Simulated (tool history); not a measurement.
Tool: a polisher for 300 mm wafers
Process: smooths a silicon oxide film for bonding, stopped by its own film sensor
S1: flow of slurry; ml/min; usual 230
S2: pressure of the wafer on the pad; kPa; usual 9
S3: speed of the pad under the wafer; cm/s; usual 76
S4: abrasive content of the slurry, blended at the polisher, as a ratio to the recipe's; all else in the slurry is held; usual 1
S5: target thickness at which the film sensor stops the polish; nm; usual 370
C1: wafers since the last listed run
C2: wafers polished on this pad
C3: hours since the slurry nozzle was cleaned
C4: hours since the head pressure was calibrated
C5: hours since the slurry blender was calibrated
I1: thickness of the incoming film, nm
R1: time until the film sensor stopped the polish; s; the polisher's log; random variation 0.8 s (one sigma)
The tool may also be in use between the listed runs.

run 1 hour=0 | S1=230 S2=9 S3=76 S4=1 S5=370 | C1=0 C2=1894 C3=3.3 C4=216.4 C5=183.1 | I1=397.1 | R1=105.5
-- hour=5.6 worn pad replaced by a new one
run 2 hour=42.6 | S1=230 S2=9 S3=76 S4=1 S5=370 | C1=454 C2=435 C3=45.9 C4=259 C5=225.7 | I1=399 | R1=107.6
run 3 hour=74.5 | S1=230 S2=9 S3=76 S4=1 S5=370 | C1=375 C2=811 C3=77.8 C4=290.9 C5=257.6 | I1=401.9 | R1=117.8
-- hour=76.8 slurry blender recalibrated
run 4 hour=145.2 | S1=230 S2=9 S3=76 S4=1 S5=370 | C1=809 C2=1621 C3=148.5 C4=361.6 C5=68.4 | I1=402.7 | R1=116.7
-- hour=203.5 worn pad replaced by a new one
run 5 hour=213.8 | S1=230 S2=9 S3=76 S4=1 S5=370 | C1=761 C2=120 C3=217.1 C4=430.2 C5=137 | I1=404 | R1=122.2
run 6 hour=284.5 | S1=230 S2=9 S3=76 S4=1 S5=370 | C1=832 C2=953 C3=287.8 C4=500.9 C5=207.7 | I1=399.5 | R1=107.2
-- hour=318.1 slurry blender recalibrated
run 7 hour=353.3 | S1=230 S2=9 S3=76 S4=1 S5=370 | C1=786 C2=1740 C3=356.6 C4=569.7 C5=35.2 | I1=399.1 | R1=102.4
-- hour=379.6 worn pad replaced by a new one
run 8 hour=405 | S1=230 S2=9 S3=82 S4=1 S5=370 | C1=561 C2=298 C3=408.3 C4=621.4 C5=86.9 | I1=398 | R1=93.4
run 9 hour=440.8 | S1=230 S2=9 S3=76 S4=1 S5=370 | C1=421 C2=720 C3=444.1 C4=657.2 C5=122.7 | I1=400.5 | R1=109.2
run 10 hour=483 | S1=190 S2=9 S3=76 S4=1 S5=370 | C1=497 C2=1217 C3=486.3 C4=699.4 C5=164.9 | I1=403.1 | R1=125.6
-- hour=527.4 head pressure recalibrated
run 11 hour=553.1 | S1=170 S2=9 S3=50 S4=1 S5=374 | C1=802 C2=2020 C3=556.4 C4=25.7 C5=235 | I1=400 | R1=139.5
-- hour=578 worn pad replaced by a new one
run 12 hour=581.6 | S1=230 S2=7.6 S3=76 S4=1.15 S5=370 | C1=288 C2=41 C3=584.9 C4=54.2 C5=263.5 | I1=393.7 | R1=95.3
-- hour=604 slurry blender recalibrated
run 13 hour=626 | S1=165 S2=10.3 S3=92 S4=1 S5=361 | C1=499 C2=541 C3=629.3 C4=98.6 C5=22 | I1=403.4 | R1=111.1
run 14 hour=667 | S1=280 S2=7.6 S3=68 S4=1 S5=374 | C1=483 C2=1024 C3=670.3 C4=139.6 C5=63 | I1=399.9 | R1=114.1
-- hour=669.2 slurry nozzle cleaned
run 15 hour=704.6 | S1=230 S2=9 S3=76 S4=0.9 S5=370 | C1=431 C2=1455 C3=35.4 C4=177.2 C5=100.6 | I1=401.3 | R1=118.9
run 16 hour=759.4 | S1=280 S2=7.6 S3=68 S4=1 S5=374 | C1=645 C2=2101 C3=90.2 C4=232 C5=155.4 | I1=406.8 | R1=154.2
-- hour=776.8 worn pad replaced by a new one
run 17 hour=791.8 | S1=160 S2=9 S3=54 S4=1 S5=370 | C1=334 C2=177 C3=122.6 C4=264.4 C5=187.8 | I1=396.7 | R1=129.3
run 18 hour=818.5 | S1=165 S2=10.3 S3=92 S4=1 S5=361 | C1=314 C2=491 C3=149.3 C4=291.1 C5=214.5 | I1=404.2 | R1=124.6

Run 19 comes next. What will it give?
run 19 hour=888.1 | S1=200 S2=9 S3=54 S4=1 S5=362 | C1=819 C2=1311 C3=218.9 C4=360.7 C5=284.1 | I1=401.7 | R1=?

{"run 19": {"R1": 196.5}}
Without the tool's hidden state the same run would have given R1 171.4 s.
